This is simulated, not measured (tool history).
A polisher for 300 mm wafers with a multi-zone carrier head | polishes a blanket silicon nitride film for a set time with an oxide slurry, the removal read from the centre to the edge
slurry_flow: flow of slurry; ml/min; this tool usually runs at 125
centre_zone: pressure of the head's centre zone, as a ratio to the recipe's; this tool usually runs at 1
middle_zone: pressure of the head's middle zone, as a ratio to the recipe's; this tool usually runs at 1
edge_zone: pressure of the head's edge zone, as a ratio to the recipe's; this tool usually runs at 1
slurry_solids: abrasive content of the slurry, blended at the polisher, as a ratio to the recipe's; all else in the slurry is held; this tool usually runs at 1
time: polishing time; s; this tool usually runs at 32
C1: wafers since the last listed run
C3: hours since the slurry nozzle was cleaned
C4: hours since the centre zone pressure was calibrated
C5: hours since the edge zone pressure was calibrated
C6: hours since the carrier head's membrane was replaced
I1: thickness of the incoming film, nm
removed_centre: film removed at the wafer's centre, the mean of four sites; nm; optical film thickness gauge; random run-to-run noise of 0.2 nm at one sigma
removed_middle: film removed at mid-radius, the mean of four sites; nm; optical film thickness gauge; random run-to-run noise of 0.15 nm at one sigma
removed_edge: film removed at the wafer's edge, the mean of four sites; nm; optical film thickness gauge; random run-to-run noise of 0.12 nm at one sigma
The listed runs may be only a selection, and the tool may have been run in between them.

Run 1, day 0: usual settings but centre_zone 0.93, edge_zone 0.93; C1 0; wafers polished on this pad 1173; C3 62.4; C4 34.3; C5 164.3; C6 1113.2; I1 428.2. Result: removed_centre 11.6 nm, removed_middle 12.4 nm, removed_edge 12.8 nm.
Run 2, day 1.383: usual settings but centre_zone 0.93, edge_zone 0.93; C1 280; wafers polished on this pad 1453; C3 95.6; C4 67.5; C5 197.5; C6 1146.4; I1 423.5. Result: removed_centre 11.3 nm, removed_middle 12.1 nm, removed_edge 12.7 nm.
Run 3, day 2.467: usual settings; C1 219; wafers polished on this pad 1672; C3 121.6; C4 93.5; C5 223.5; C6 1172.4; I1 427.3. Result: removed_centre 12 nm, removed_middle 12 nm, removed_edge 13.2 nm.
Run 4, day 4.979: usual settings but edge_zone 0.94; C1 509; wafers polished on this pad 2181; C3 181.9; C4 153.8; C5 283.8; C6 1232.7; I1 426.7. Result: removed_centre 11.5 nm, removed_middle 11.9 nm, removed_edge 12.5 nm.
Run 5, day 6.775: usual settings but edge_zone 0.94; C1 363; wafers polished on this pad 2545; C3 225; C4 196.9; C5 326.9; C6 1275.8; I1 428. Result: removed_centre 11.2 nm, removed_middle 11.3 nm, removed_edge 12.4 nm.
At day 7.446: worn pad replaced by a new one.
At day 7.633: slurry nozzle cleaned, repeated, since the last time left the tool worse.
At day 7.733: edge zone pressure recalibrated.
Run 6, day 9.275: usual settings; C1 447; wafers polished on this pad 345; C3 39.4; C4 256.9; C5 37; C6 1335.8; I1 426. Result: removed_centre 14.3 nm, removed_middle 14.2 nm, removed_edge 14.5 nm.
Run 7, day 10.679: usual settings; C1 284; wafers polished on this pad 629; C3 73.1; C4 290.6; C5 70.7; C6 1369.5; I1 436.6. Result: removed_centre 14.3 nm, removed_middle 13.9 nm, removed_edge 14.8 nm.
Run 8, day 13.121: usual settings but middle_zone 0.89; C1 494; wafers polished on this pad 1124; C3 131.7; C4 349.2; C5 129.3; C6 1428.1; I1 429.2. Result: removed_centre 13.9 nm, removed_middle 12.8 nm, removed_edge 14.5 nm.
Run 9, day 15.233: usual settings but centre_zone 1.08, time 42 s; C1 427; wafers polished on this pad 1552; C3 182.4; C4 399.9; C5 180; C6 1478.8; I1 425.6. Result: removed_centre 19.6 nm, removed_middle 18.1 nm, removed_edge 19.1 nm.
Run 10, day 16.879: usual settings but slurry_flow 110 ml/min, middle_zone 1.05, slurry_solids 1.1, time 42 s; C1 333; wafers polished on this pad 1885; C3 221.9; C4 439.4; C5 219.5; C6 1518.3; I1 430.4. Result: removed_centre 17.4 nm, removed_middle 18.4 nm, removed_edge 18.5 nm.
At day 17.162: carrier head's membrane replaced by a new one.
At day 18.246: centre zone pressure recalibrated.
Run 11, day 18.267: usual settings but middle_zone 0.89; C1 222; wafers polished on this pad 2107; C3 255.2; C4 0.5; C5 252.8; C6 26.5; I1 431. Result: removed_centre 13.3 nm, removed_middle 12.3 nm, removed_edge 14.2 nm.

Estimate the outcome of run 12 from the log above:
At day 19.804: edge zone pressure recalibrated.
At day 20.033: slurry nozzle cleaned.
Run 12, day 20.325: usual settings but middle_zone 1.08; C1 391; wafers polished on this pad 2499; C3 7; C4 49.9; C5 12.5; C6 75.9; I1 431.9. Result: removed_centre ?, removed_middle ?, removed_edge ?.

removed_centre: 14.8 nm
removed_middle: 15.2 nm
removed_edge: 14.8 nm
The same run, on a tool lacking any hidden state, would have yielded removed_centre 14.9 nm, removed_middle 15.3 nm, removed_edge 14.8 nm.
